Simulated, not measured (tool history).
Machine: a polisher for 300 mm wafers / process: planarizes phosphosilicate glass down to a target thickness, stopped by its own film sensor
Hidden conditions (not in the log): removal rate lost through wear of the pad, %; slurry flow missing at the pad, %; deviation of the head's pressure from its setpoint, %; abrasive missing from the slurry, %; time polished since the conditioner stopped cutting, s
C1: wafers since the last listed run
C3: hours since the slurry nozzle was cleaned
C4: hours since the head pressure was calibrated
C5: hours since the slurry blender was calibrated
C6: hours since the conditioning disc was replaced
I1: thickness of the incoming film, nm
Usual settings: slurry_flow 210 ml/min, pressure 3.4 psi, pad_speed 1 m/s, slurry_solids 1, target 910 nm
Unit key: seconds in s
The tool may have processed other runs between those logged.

{"run": 1, "hour": 0.0, "slurry_flow": 210, "pressure": 3.4, "pad_speed": 0.74, "slurry_solids": 1, "target": 623, "C1": 0, "wafers polished on this pad": 638, "C3": 208.8, "C4": 348, "C5": 78.2, "C6": 88.7, "I1": 2125.6, "seconds": 255.1}
{"hour": 30.2, "done": "worn pad replaced by a new one"}
{"run": 2, "hour": 30.7, "slurry_flow": 160, "pressure": 3.4, "pad_speed": 1, "slurry_solids": 1, "target": 910, "C1": 234, "wafers polished on this pad": 4, "C3": 239.5, "C4": 378.7, "C5": 108.9, "C6": 119.4, "I1": 2087.8, "seconds": 148.3}
{"run": 3, "hour": 49.3, "slurry_flow": 210, "pressure": 3.4, "pad_speed": 1, "slurry_solids": 1.2, "target": 910, "C1": 163, "wafers polished on this pad": 167, "C3": 258.1, "C4": 397.3, "C5": 127.5, "C6": 138, "I1": 2125.7, "seconds": 140.3}
{"hour": 59.4, "done": "slurry nozzle cleaned"}
{"run": 4, "hour": 70.4, "slurry_flow": 210, "pressure": 3.4, "pad_speed": 1, "slurry_solids": 1.2, "target": 910, "C1": 176, "wafers polished on this pad": 344, "C3": 11, "C4": 418.4, "C5": 148.6, "C6": 159.1, "I1": 2120.7, "seconds": 138.3}
{"run": 5, "hour": 104.9, "slurry_flow": 210, "pressure": 3.4, "pad_speed": 1, "slurry_solids": 1.2, "target": 910, "C1": 302, "wafers polished on this pad": 646, "C3": 45.5, "C4": 452.9, "C5": 183.1, "C6": 193.6, "I1": 2129.8, "seconds": 153.5}
{"run": 6, "hour": 133.9, "slurry_flow": 175, "pressure": 3.4, "pad_speed": 1, "slurry_solids": 1, "target": 910, "C1": 254, "wafers polished on this pad": 901, "C3": 74.5, "C4": 481.9, "C5": 212.1, "C6": 222.6, "I1": 2074.7, "seconds": 160.8}
{"hour": 142.6, "done": "worn pad replaced by a new one"}
{"run": 7, "hour": 163.7, "slurry_flow": 175, "pressure": 3.4, "pad_speed": 1, "slurry_solids": 1, "target": 910, "C1": 226, "wafers polished on this pad": 184, "C3": 104.3, "C4": 511.7, "C5": 241.9, "C6": 252.4, "I1": 2098.3, "seconds": 155.1}
{"run": 8, "hour": 179.4, "slurry_flow": 175, "pressure": 3.4, "pad_speed": 1, "slurry_solids": 1, "target": 910, "C1": 137, "wafers polished on this pad": 322, "C3": 120, "C4": 527.4, "C5": 257.6, "C6": 268.1, "I1": 2123.4, "seconds": 165.8}
{"run": 9, "hour": 194.8, "slurry_flow": 210, "pressure": 3.4, "pad_speed": 1, "slurry_solids": 1, "target": 910, "C1": 135, "wafers polished on this pad": 457, "C3": 135.4, "C4": 542.8, "C5": 273, "C6": 283.5, "I1": 2126.8, "seconds": 157.9}
{"run": 10, "hour": 230.2, "slurry_flow": 210, "pressure": 3.4, "pad_speed": 1, "slurry_solids": 1, "target": 1102, "C1": 310, "wafers polished on this pad": 768, "C3": 170.8, "C4": 578.2, "C5": 308.4, "C6": 318.9, "I1": 2100.1, "seconds": 143.2}
{"hour": 249.8, "done": "worn pad replaced by a new one"}
{"run": 11, "hour": 254.8, "slurry_flow": 210, "pressure": 3.4, "pad_speed": 1, "slurry_solids": 1, "target": 1102, "C1": 180, "wafers polished on this pad": 44, "C3": 195.4, "C4": 602.8, "C5": 333, "C6": 343.5, "I1": 2112.1, "seconds": 122}
{"hour": 264.9, "done": "conditioning disc replaced and pad reconditioned"}
{"run": 12, "hour": 267.7, "slurry_flow": 175, "pressure": 3.4, "pad_speed": 1, "slurry_solids": 1, "target": 910, "C1": 95, "wafers polished on this pad": 139, "C3": 208.3, "C4": 615.7, "C5": 345.9, "C6": 2.8, "I1": 2081.9, "seconds": 148.7}
{"hour": 290.7, "done": "slurry blender recalibrated"}
{"run": 13, "hour": 291.2, "slurry_flow": 250, "pressure": 2.8, "pad_speed": 1, "slurry_solids": 1.15, "target": 570, "C1": 188, "wafers polished on this pad": 328, "C3": 231.8, "C4": 639.2, "C5": 0.5, "C6": 26.3, "I1": 2110.2, "seconds": 217.3}
{"run": 14, "hour": 313.8, "slurry_flow": 210, "pressure": 4.5, "pad_speed": 0.84, "slurry_solids": 1, "target": 910, "C1": 198, "wafers polished on this pad": 526, "C3": 254.4, "C4": 661.8, "C5": 23.1, "C6": 48.9, "I1": 2112.6, "seconds": 138}
{"run": 15, "hour": 346.1, "slurry_flow": 210, "pressure": 3.4, "pad_speed": 1, "slurry_solids": 1.3, "target": 910, "C1": 283, "wafers polished on this pad": 810, "C3": 286.7, "C4": 694.1, "C5": 55.4, "C6": 81.2, "I1": 2106.3, "seconds": 151.3}
{"hour": 359.1, "done": "worn pad replaced by a new one"}
{"run": 16, "hour": 359.6, "slurry_flow": 210, "pressure": 4.4, "pad_speed": 1, "slurry_solids": 0.8, "target": 910, "C1": 83, "wafers polished on this pad": 4, "C3": 300.2, "C4": 707.6, "C5": 68.9, "C6": 94.7, "I1": 2106.3, "seconds": 129.5}
{"hour": 386.4, "done": "slurry nozzle cleaned"}
{"run": 17, "hour": 386.9, "slurry_flow": 170, "pressure": 2.6, "pad_speed": 1, "slurry_solids": 0.8, "target": 1262, "C1": 230, "wafers polished on this pad": 234, "C3": 0.5, "C4": 734.9, "C5": 96.2, "C6": 122, "I1": 2135.4, "seconds": 162.8}
{"hour": 416.9, "done": "head pressure recalibrated"}
{"run": 18, "hour": 421.4, "slurry_flow": 210, "pressure": 3.4, "pad_speed": 1, "slurry_solids": 1, "target": 800, "C1": 285, "wafers polished on this pad": 520, "C3": 35, "C4": 4.5, "C5": 130.7, "C6": 156.5, "I1": 2108.6, "seconds": 172.7}
{"run": 19, "hour": 444.9, "slurry_flow": 210, "pressure": 3.4, "pad_speed": 1, "slurry_solids": 0.7, "target": 910, "C1": 206, "wafers polished on this pad": 726, "C3": 58.5, "C4": 28, "C5": 154.2, "C6": 180, "I1": 2086.9, "seconds": 195.2}
{"hour": 468.5, "done": "worn pad replaced by a new one"}
{"run": 20, "hour": 475.0, "slurry_flow": 210, "pressure": 3.4, "pad_speed": 1, "slurry_solids": 1, "target": 910, "C1": 229, "wafers polished on this pad": 57, "C3": 88.6, "C4": 58.1, "C5": 184.3, "C6": 210.1, "I1": 2094.3, "seconds": 144.6}
{"run": 21, "hour": 500.6, "slurry_flow": 210, "pressure": 3.4, "pad_speed": 1, "slurry_solids": 1, "target": 910, "C1": 224, "wafers polished on this pad": 281, "C3": 114.2, "C4": 83.7, "C5": 209.9, "C6": 235.7, "I1": 2115.5, "seconds": 153.2}
{"run": 22, "hour": 519.8, "slurry_flow": 210, "pressure": 3, "pad_speed": 0.78, "slurry_solids": 1, "target": 910, "C1": 168, "wafers polished on this pad": 450, "C3": 133.4, "C4": 102.9, "C5": 229.1, "C6": 254.9, "I1": 2085.2, "seconds": 209.1}
{"run": 23, "hour": 538.6, "slurry_flow": 210, "pressure": 3.4, "pad_speed": 1, "slurry_solids": 1, "target": 910, "C1": 165, "wafers polished on this pad": 615, "C3": 152.2, "C4": 121.7, "C5": 247.9, "C6": 273.7, "I1": 2105.7, "seconds": 159}
{"run": 24, "hour": 555.5, "slurry_flow": 180, "pressure": 4.6, "pad_speed": 0.74, "slurry_solids": 1, "target": 664, "C1": 148, "wafers polished on this pad": 763, "C3": 169.1, "C4": 138.6, "C5": 264.8, "C6": 290.6, "I1": 2106.7, "seconds": 189.8}

Below are 5 alternative next runs, each starting from the tool's condition after run 24. Predict each:
{"run": "A", "hour": 556.0, "slurry_flow": 210, "pressure": 3.4, "pad_speed": 1, "slurry_solids": 1, "target": 910, "C1": 4, "wafers polished on this pad": 768, "C3": 169.6, "C4": 139.1, "C5": 265.3, "C6": 291.1, "I1": 2122.6, "seconds": "?"}
{"run": "B", "hour": 556.0, "slurry_flow": 210, "pressure": 2.8, "pad_speed": 1, "slurry_solids": 1.15, "target": 910, "C1": 4, "wafers polished on this pad": 768, "C3": 169.6, "C4": 139.1, "C5": 265.3, "C6": 291.1, "I1": 2122.6, "seconds": "?"}
{"run": "C", "hour": 556.0, "slurry_flow": 210, "pressure": 4, "pad_speed": 1.28, "slurry_solids": 1, "target": 910, "C1": 4, "wafers polished on this pad": 768, "C3": 169.6, "C4": 139.1, "C5": 265.3, "C6": 291.1, "I1": 2122.6, "seconds": "?"}
{"run": "D", "hour": 556.0, "slurry_flow": 170, "pressure": 4.3, "pad_speed": 1, "slurry_solids": 1, "target": 1306, "C1": 4, "wafers polished on this pad": 768, "C3": 169.6, "C4": 139.1, "C5": 265.3, "C6": 291.1, "I1": 2122.6, "seconds": "?"}
{"run": "E", "hour": 556.0, "slurry_flow": 250, "pressure": 3.4, "pad_speed": 1, "slurry_solids": 1.15, "target": 910, "C1": 4, "wafers polished on this pad": 768, "C3": 169.6, "C4": 139.1, "C5": 265.3, "C6": 291.1, "I1": 2122.6, "seconds": "?"}

run=A seconds=165
run=B seconds=185.8
run=C seconds=116.1
run=D seconds=91.1
run=E seconds=152.2
Without the tool's hidden state the same runs would have given:
run=A seconds=146.8
run=B seconds=165.3
run=C seconds=103.3
run=D seconds=81.1
run=E seconds=135.4

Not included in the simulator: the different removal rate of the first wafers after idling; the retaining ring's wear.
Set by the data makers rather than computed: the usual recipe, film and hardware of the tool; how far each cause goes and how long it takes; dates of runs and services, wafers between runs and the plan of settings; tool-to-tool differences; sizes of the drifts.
